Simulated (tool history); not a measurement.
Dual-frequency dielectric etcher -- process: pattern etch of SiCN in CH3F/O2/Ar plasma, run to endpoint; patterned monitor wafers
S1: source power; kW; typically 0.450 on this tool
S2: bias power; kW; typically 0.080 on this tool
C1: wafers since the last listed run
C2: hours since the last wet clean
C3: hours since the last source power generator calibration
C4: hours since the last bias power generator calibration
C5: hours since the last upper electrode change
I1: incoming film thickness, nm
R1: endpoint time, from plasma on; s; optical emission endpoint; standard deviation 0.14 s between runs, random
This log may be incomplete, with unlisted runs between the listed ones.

| run | hour | S1 | S2 | C1 | C2 | C3 | C4 | C5 | I1 | R1 |
|---|---|---|---|---|---|---|---|---|---|---|
| 1 | 0.0 | 0.510 | 0.080 | 0 | 214.7 | 3008.2 | 2705.6 | 3467.8 | 11.41 | 29.2 |
| 2 | 66.7 | 0.410 | 0.090 | 1504 | 281.4 | 3074.9 | 2772.3 | 3534.5 | 11.42 | 30.9 |
| 3 | 112.7 | 0.490 | 0.080 | 1037 | 327.4 | 3120.9 | 2818.3 | 3580.5 | 11.43 | 30.2 |
|  | 139.9 | wet clean of the chamber |
| 4 | 146.4 | 0.490 | 0.080 | 218 | 6.5 | 3154.6 | 2852.0 | 3614.2 | 11.44 | 29.3 |
| 5 | 210.9 | 0.450 | 0.080 | 1455 | 71.0 | 3219.1 | 2916.5 | 3678.7 | 11.39 | 29.8 |
| 6 | 257.5 | 0.450 | 0.080 | 1051 | 117.6 | 3265.7 | 2963.1 | 3725.3 | 11.37 | 30.2 |
| 7 | 320.6 | 0.410 | 0.080 | 1423 | 180.7 | 3328.8 | 3026.2 | 3788.4 | 11.44 | 31.9 |
| 8 | 352.4 | 0.450 | 0.080 | 717 | 212.5 | 3360.6 | 3058.0 | 3820.2 | 11.48 | 30.6 |
| 9 | 402.7 | 0.450 | 0.080 | 1134 | 262.8 | 3410.9 | 3108.3 | 3870.5 | 11.38 | 30.5 |
| 10 | 432.9 | 0.450 | 0.080 | 681 | 293.0 | 3441.1 | 3138.5 | 3900.7 | 11.41 | 30.9 |
| 11 | 477.0 | 0.480 | 0.066 | 994 | 337.1 | 3485.2 | 3182.6 | 3944.8 | 11.39 | 31.7 |
| 12 | 532.8 | 0.450 | 0.080 | 1258 | 392.9 | 3541.0 | 3238.4 | 4000.6 | 11.45 | 31.0 |
|  | 571.6 | wet clean of the chamber |
| 13 | 572.1 | 0.450 | 0.080 | 345 | 0.5 | 3580.3 | 3277.7 | 4039.9 | 11.34 | 29.4 |
| 14 | 593.1 | 0.450 | 0.086 | 473 | 21.5 | 3601.3 | 3298.7 | 4060.9 | 11.43 | 29.0 |
| 15 | 634.0 | 0.450 | 0.086 | 922 | 62.4 | 3642.2 | 3339.6 | 4101.8 | 11.39 | 29.2 |
| 16 | 662.5 | 0.450 | 0.072 | 643 | 90.9 | 3670.7 | 3368.1 | 4130.3 | 11.35 | 30.8 |
| 17 | 699.5 | 0.450 | 0.072 | 834 | 127.9 | 3707.7 | 3405.1 | 4167.3 | 11.42 | 31.1 |
|  | 725.7 | upper electrode replaced |
| 18 | 748.5 | 0.520 | 0.080 | 564 | 176.9 | 3756.7 | 3454.1 | 22.8 | 11.46 | 28.7 |
|  | 758.8 | bias power generator calibrated |
| 19 | 816.3 | 0.450 | 0.080 | 1439 | 244.7 | 3824.5 | 57.5 | 90.6 | 11.38 | 30.2 |
| 20 | 842.5 | 0.500 | 0.061 | 591 | 270.9 | 3850.7 | 83.7 | 116.8 | 11.30 | 31.5 |
|  | 917.9 | wet clean of the chamber |
| 21 | 918.4 | 0.450 | 0.094 | 1170 | 0.5 | 3926.6 | 159.6 | 192.7 | 11.48 | 28.6 |
| 22 | 1123.4 | 0.340 | 0.066 | 4625 | 205.5 | 4131.6 | 364.6 | 397.7 | 11.49 | 36.0 |
| 23 | 1162.5 | 0.490 | 0.061 | 882 | 244.6 | 4170.7 | 403.7 | 436.8 | 11.42 | 32.1 |
|  | 1196.4 | source power generator calibrated |
| 24 | 1232.1 | 0.450 | 0.080 | 1480 | 314.2 | 35.7 | 473.3 | 506.4 | 11.32 | 30.6 |
| 25 | 1299.2 | 0.400 | 0.080 | 1513 | 381.3 | 102.8 | 540.4 | 573.5 | 11.48 | 32.5 |
| 26 | 1330.1 | 0.560 | 0.086 | 697 | 412.2 | 133.7 | 571.3 | 604.4 | 11.43 | 27.9 |
|  | 1359.2 | wet clean of the chamber |
| 27 | 1377.7 | 0.370 | 0.069 | 532 | 18.5 | 181.3 | 618.9 | 652.0 | 11.40 | 33.7 |
| 28 | 1402.4 | 0.370 | 0.074 | 557 | 43.2 | 206.0 | 643.6 | 676.7 | 11.27 | 32.7 |
| 29 | 1549.0 | 0.350 | 0.080 | 3307 | 189.8 | 352.6 | 790.2 | 823.3 | 11.56 | 34.2 |
| 30 | 1600.9 | 0.370 | 0.093 | 1170 | 241.7 | 404.5 | 842.1 | 875.2 | 11.34 | 31.5 |
| 31 | 1641.8 | 0.450 | 0.096 | 922 | 282.6 | 445.4 | 883.0 | 916.1 | 11.34 | 29.0 |
|  | 1708.2 | wet clean of the chamber |
| 32 | 1816.1 | 0.520 | 0.097 | 3390 | 107.9 | 619.7 | 1057.3 | 1090.4 | 11.40 | 27.1 |
| 33 | 1843.3 | 0.390 | 0.099 | 613 | 135.1 | 646.9 | 1084.5 | 1117.6 | 11.51 | 30.3 |
| 34 | 1900.7 | 0.490 | 0.061 | 1295 | 192.5 | 704.3 | 1141.9 | 1175.0 | 11.47 | 32.1 |
| 35 | 1966.1 | 0.410 | 0.070 | 1475 | 257.9 | 769.7 | 1207.3 | 1240.4 | 11.44 | 33.4 |
| 36 | 2030.1 | 0.410 | 0.096 | 1443 | 321.9 | 833.7 | 1271.3 | 1304.4 | 11.40 | 30.3 |

Forecast each of these 3 alternatives for the next run:
| A | 2030.5 | 0.450 | 0.080 | 9 | 322.3 | 834.1 | 1271.7 | 1304.8 | 11.39 | ? |
| B | 2030.5 | 0.560 | 0.098 | 9 | 322.3 | 834.1 | 1271.7 | 1304.8 | 11.39 | ? |
| C | 2030.5 | 0.480 | 0.080 | 9 | 322.3 | 834.1 | 1271.7 | 1304.8 | 11.39 | ? |

| run | R1 |
|---|---|
| A | 31.0 |
| B | 26.9 |
| C | 30.3 |
Without the tool's hidden state the same runs would have given:
| run | R1 |
|---|---|
| A | 30.0 |
| B | 26.0 |
| C | 29.3 |

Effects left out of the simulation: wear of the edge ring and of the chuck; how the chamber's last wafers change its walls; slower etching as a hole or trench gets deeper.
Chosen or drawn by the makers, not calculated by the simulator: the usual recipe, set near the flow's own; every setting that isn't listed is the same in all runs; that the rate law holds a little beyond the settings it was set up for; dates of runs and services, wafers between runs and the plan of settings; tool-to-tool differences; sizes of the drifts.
